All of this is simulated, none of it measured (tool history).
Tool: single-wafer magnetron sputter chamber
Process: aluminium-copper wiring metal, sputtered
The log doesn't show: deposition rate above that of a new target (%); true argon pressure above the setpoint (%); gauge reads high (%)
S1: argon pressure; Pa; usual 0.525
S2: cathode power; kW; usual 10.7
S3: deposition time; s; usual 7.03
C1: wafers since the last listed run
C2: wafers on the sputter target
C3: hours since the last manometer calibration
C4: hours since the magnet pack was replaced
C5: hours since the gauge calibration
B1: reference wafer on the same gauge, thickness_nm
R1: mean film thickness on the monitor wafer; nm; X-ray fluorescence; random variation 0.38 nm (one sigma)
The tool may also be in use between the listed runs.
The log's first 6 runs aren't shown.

run	hour	S1	S2	S3	C1	C2	C3	C4	C5	B1	R1
7	162.5	0.525	10.7	7.03	571	2186	1834	11972.3	700.6	112.847	115.139
8	188.7	0.525	10.7	7.03	813	3000	1860.2	11998.5	726.8	112.949	115.942
# hour 200.3: capacitance manometer re-zeroed and calibrated
9	221.8	0.525	10.7	7.03	779	3780	21.5	12031.6	759.9	112.721	115.39
10	253.5	0.525	10.7	7.03	984	4765	53.2	12063.3	791.6	112.795	116.534
11	274.3	0.469	10.7	7.03	646	5411	74	12084.1	812.4	112.96	118.592
12	294.6	0.469	10.7	7.03	630	6042	94.3	12104.4	832.7	112.994	118.873
# hour 310.8: sputter target and shields replaced
13	316.9	0.525	10.7	7.83	444	189	116.6	12126.7	855	112.974	128.854
14	336.6	0.525	10.7	7.03	611	801	136.3	12146.4	874.7	113.011	115.572
15	367.7	0.525	10.7	7.03	966	1767	167.4	12177.5	905.8	112.92	116.289
16	401.1	0.352	10.7	7.67	1037	2805	200.8	12210.9	939.2	113.013	138.618
17	417	0.525	10.7	7.03	493	3299	216.7	12226.8	955.1	112.938	115.865
18	467.4	0.354	10.7	5.73	1565	4864	267.1	12277.2	1005.5	113.139	103.672
19	492	0.525	10.7	7.03	764	5628	291.7	12301.8	1030.1	113.146	116.07
# hour 535.7: magnet pack replaced
# hour 541.6: gauge calibrated
# hour 547.4: sputter target and shields replaced
20	599.6	0.7	12.25	7.03	2845	1620	399.3	63.9	58	110.949	118.932
21	626	0.335	11.8	7.03	820	2440	425.7	90.3	84.4	111.141	139.13
22	646.4	0.525	12.9	7.03	633	3074	446.1	110.7	104.8	111.384	137.316
23	661.8	0.525	12.55	7.54	478	3552	461.5	126.1	120.2	111.337	143.502
24	687.8	0.412	8.85	7.03	807	4360	487.5	152.1	146.2	111.567	100.259
25	712.5	0.525	10.7	6.62	767	5127	512.2	176.8	170.9	111.739	108.044
26	746	0.525	10.7	7.03	1040	6168	545.7	210.3	204.4	111.93	114.95
# hour 769.3: sputter target and shields replaced
27	769.8	0.466	9.2	7.03	490	16	569.5	234.1	228.2	112.151	101.067
28	795.3	0.466	9.2	7.03	792	808	595	259.6	253.7	112.313	101.439
29	827.4	0.525	10.7	7.03	997	1805	627.1	291.7	285.8	112.319	115.064
30	860.1	0.525	8.05	7.03	1015	2821	659.8	324.4	318.5	112.439	86.076
31	881	0.64	12.85	7.86	649	3470	680.7	345.3	339.4	112.536	145.604

Run 32 comes next. What will it give?
32	895	0.525	9.55	7.54	434	3905	694.7	359.3	353.4	?	?

{"run 32": {"B1": 112.652, "R1": 110.664}}
Without the tool's hidden state the same run would have given R1 108.097 nm.

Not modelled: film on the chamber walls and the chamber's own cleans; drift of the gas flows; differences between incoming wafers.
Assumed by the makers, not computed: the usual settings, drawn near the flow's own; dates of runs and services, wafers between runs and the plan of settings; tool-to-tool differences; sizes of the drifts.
